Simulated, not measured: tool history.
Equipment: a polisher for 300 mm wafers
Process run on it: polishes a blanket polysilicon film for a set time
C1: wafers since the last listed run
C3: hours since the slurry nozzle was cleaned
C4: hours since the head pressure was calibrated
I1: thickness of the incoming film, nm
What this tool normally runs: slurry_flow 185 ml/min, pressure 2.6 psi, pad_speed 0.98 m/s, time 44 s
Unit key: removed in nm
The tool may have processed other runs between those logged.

Run 1, hour 0.0: usual settings but pad_speed 1.16 m/s; C1 0; wafers polished on this pad 3134; C3 333.0; C4 621.3; I1 1078.4. Result: removed 400.8 nm.
Run 2, hour 37.7: usual settings but pad_speed 1.16 m/s; C1 353; wafers polished on this pad 3487; C3 370.7; C4 659.0; I1 1068.5. Result: removed 398.6 nm.
Run 3, hour 106.8: usual settings but pad_speed 1.16 m/s; C1 647; wafers polished on this pad 4135; C3 439.8; C4 728.1; I1 1069.0. Result: removed 394.1 nm.
Run 4, hour 161.6: usual settings but slurry_flow 135 ml/min; C1 513; wafers polished on this pad 4648; C3 494.6; C4 782.9; I1 1065.9. Result: removed 313.8 nm.
At hour 195.3: head pressure recalibrated.
At hour 233.8: worn pad replaced by a new one.
At hour 317.9: slurry nozzle cleaned.
Run 5, hour 447.4: usual settings but slurry_flow 220 ml/min; C1 2612; wafers polished on this pad 1992; C3 129.5; C4 252.1; I1 1068.4. Result: removed 353.5 nm.
Run 6, hour 543.6: usual settings; C1 901; wafers polished on this pad 2893; C3 225.7; C4 348.3; I1 1079.5. Result: removed 339.0 nm.
Run 7, hour 630.3: usual settings; C1 812; wafers polished on this pad 3705; C3 312.4; C4 435.0; I1 1064.2. Result: removed 326.9 nm.
Run 8, hour 687.5: usual settings; C1 535; wafers polished on this pad 4241; C3 369.6; C4 492.2; I1 1057.2. Result: removed 337.2 nm.
Run 9, hour 728.3: usual settings; C1 382; wafers polished on this pad 4624; C3 410.4; C4 533.0; I1 1053.7. Result: removed 331.7 nm.
Run 10, hour 800.3: usual settings; C1 674; wafers polished on this pad 5298; C3 482.4; C4 605.0; I1 1065.5. Result: removed 330.8 nm.
Run 11, hour 879.2: usual settings but slurry_flow 225 ml/min, time 37 s; C1 739; wafers polished on this pad 6037; C3 561.3; C4 683.9; I1 1086.5. Result: removed 284.8 nm.
At hour 904.6: worn pad replaced by a new one.
At hour 924.6: slurry nozzle cleaned.
Run 12, hour 948.0: usual settings; C1 597; wafers polished on this pad 396; C3 23.4; C4 752.7; I1 1081.3. Result: removed 339.4 nm.
Run 13, hour 984.2: usual settings; C1 339; wafers polished on this pad 736; C3 59.6; C4 788.9; I1 1066.7. Result: removed 348.1 nm.
Run 14, hour 1084.4: usual settings; C1 938; wafers polished on this pad 1674; C3 159.8; C4 889.1; I1 1079.7. Result: removed 340.0 nm.
At hour 1195.1: head pressure recalibrated.
Run 15, hour 1214.8: usual settings but slurry_flow 205 ml/min; C1 1203; wafers polished on this pad 2877; C3 290.2; C4 19.7; I1 1071.4. Result: removed 350.1 nm.
Run 16, hour 1319.5: usual settings but slurry_flow 205 ml/min; C1 980; wafers polished on this pad 3858; C3 394.9; C4 124.4; I1 1051.2. Result: removed 342.3 nm.
Run 17, hour 1372.9: usual settings but slurry_flow 205 ml/min; C1 500; wafers polished on this pad 4359; C3 448.3; C4 177.8; I1 1075.4. Result: removed 344.1 nm.
Run 18, hour 1469.4: usual settings but slurry_flow 165 ml/min; C1 904; wafers polished on this pad 5263; C3 544.8; C4 274.3; I1 1059.1. Result: removed 325.9 nm.
Run 19, hour 1522.6: usual settings; C1 498; wafers polished on this pad 5761; C3 598.0; C4 327.5; I1 1064.3. Result: removed 326.9 nm.
At hour 1558.8: worn pad replaced by a new one.
Run 20, hour 1618.2: usual settings but pressure 3.1 psi; C1 858; wafers polished on this pad 556; C3 693.6; C4 423.1; I1 1071.3. Result: removed 362.6 nm.
At hour 1645.4: slurry nozzle cleaned.
Run 21, hour 1704.4: usual settings; C1 798; wafers polished on this pad 1355; C3 59.0; C4 509.3; I1 1070.2. Result: removed 339.0 nm.
Run 22, hour 1808.8: usual settings but slurry_flow 215 ml/min, pad_speed 1.08 m/s, time 37 s; C1 978; wafers polished on this pad 2333; C3 163.4; C4 613.7; I1 1083.1. Result: removed 318.7 nm.
Run 23, hour 1870.9: usual settings; C1 581; wafers polished on this pad 2915; C3 225.5; C4 675.8; I1 1072.6. Result: removed 339.4 nm.
Run 24, hour 1960.1: usual settings but pad_speed 1.20 m/s, time 56 s; C1 835; wafers polished on this pad 3750; C3 314.7; C4 765.0; I1 1068.3. Result: removed 529.0 nm.
At hour 1993.2: head pressure recalibrated.
Run 25, hour 2022.2: usual settings but slurry_flow 140 ml/min, pressure 1.9 psi, time 32 s; C1 563; wafers polished on this pad 4313; C3 376.8; C4 29.0; I1 1091.6. Result: removed 197.0 nm.
Run 26, hour 2065.7: usual settings but slurry_flow 155 ml/min, pressure 1.7 psi, time 32 s; C1 407; wafers polished on this pad 4721; C3 420.3; C4 72.5; I1 1060.0. Result: removed 188.0 nm.
Run 27, hour 2103.7: usual settings; C1 356; wafers polished on this pad 5077; C3 458.3; C4 110.5; I1 1082.7. Result: removed 337.2 nm.
At hour 2123.1: worn pad replaced by a new one.
Run 28, hour 2152.1: usual settings; C1 415; wafers polished on this pad 271; C3 506.7; C4 158.9; I1 1065.0. Result: removed 336.7 nm.
Run 29, hour 2207.9: usual settings; C1 522; wafers polished on this pad 794; C3 562.5; C4 214.7; I1 1076.7. Result: removed 330.4 nm.
Run 30, hour 2280.6: usual settings but slurry_flow 205 ml/min, pressure 3.4 psi, pad_speed 1.16 m/s, time 53 s; C1 681; wafers polished on this pad 1475; C3 635.2; C4 287.4; I1 1055.8. Result: removed 560.2 nm.
Run 31, hour 2352.9: usual settings but pad_speed 1.30 m/s, time 36 s; C1 677; wafers polished on this pad 2153; C3 707.5; C4 359.7; I1 1073.2. Result: removed 353.6 nm.
At hour 2383.6: slurry nozzle cleaned.
Run 32, hour 2433.5: usual settings but slurry_flow 145 ml/min, pressure 3.1 psi, pad_speed 1.06 m/s, time 53 s; C1 745; wafers polished on this pad 2898; C3 49.9; C4 440.3; I1 1067.8. Result: removed 487.5 nm.
Run 33, hour 2527.4: usual settings but slurry_flow 165 ml/min, pressure 3.5 psi, time 39 s; C1 879; wafers polished on this pad 3778; C3 143.8; C4 534.2; I1 1081.4. Result: removed 359.9 nm.
Run 34, hour 2583.8: usual settings but slurry_flow 230 ml/min, pressure 2.1 psi; C1 528; wafers polished on this pad 4307; C3 200.2; C4 590.6; I1 1068.3. Result: removed 306.0 nm.
Run 35, hour 2671.0: usual settings but slurry_flow 240 ml/min, pressure 3.4 psi, pad_speed 0.74 m/s, time 56 s; C1 816; wafers polished on this pad 5124; C3 287.4; C4 677.8; I1 1091.7. Result: removed 402.3 nm.
At hour 2736.9: worn pad replaced by a new one.
Run 36, hour 2737.4: usual settings but slurry_flow 160 ml/min, pad_speed 0.82 m/s; C1 584; wafers polished on this pad 4; C3 353.8; C4 744.2; I1 1062.1. Result: removed 281.0 nm.
Run 37, hour 3004.4: usual settings; C1 2501; wafers polished on this pad 2506; C3 620.8; C4 1011.2; I1 1066.9. Result: removed 334.3 nm.
At hour 3064.8: slurry nozzle cleaned.
At hour 3068.2: head pressure recalibrated.
Run 38, hour 3077.5: usual settings but slurry_flow 145 ml/min, pressure 2.4 psi, time 56 s; C1 656; wafers polished on this pad 3163; C3 12.7; C4 9.3; I1 1066.4. Result: removed 407.4 nm.

Consider 3 possible next runs. They are alternatives, not a sequence: every one starts from the tool as it was left by run 38. What does each give?
Run A, hour 3077.9: usual settings but pressure 2.3 psi; C1 3; wafers polished on this pad 3166; C3 13.1; C4 9.7; I1 1059.9. Result: removed ?.
Run B, hour 3077.9: usual settings but slurry_flow 130 ml/min, pad_speed 0.80 m/s, time 53 s; C1 3; wafers polished on this pad 3166; C3 13.1; C4 9.7; I1 1059.9. Result: removed ?.
Run C, hour 3077.9: usual settings but slurry_flow 165 ml/min, pressure 1.9 psi; C1 3; wafers polished on this pad 3166; C3 13.1; C4 9.7; I1 1059.9. Result: removed ?.

run  removed
  A    305.8
  B    312.1
  C    269.6
Stripped of hidden state, with their random variation kept, the same runs would have yielded:
run  removed
  A    308.0
  B    314.9
  C    271.7
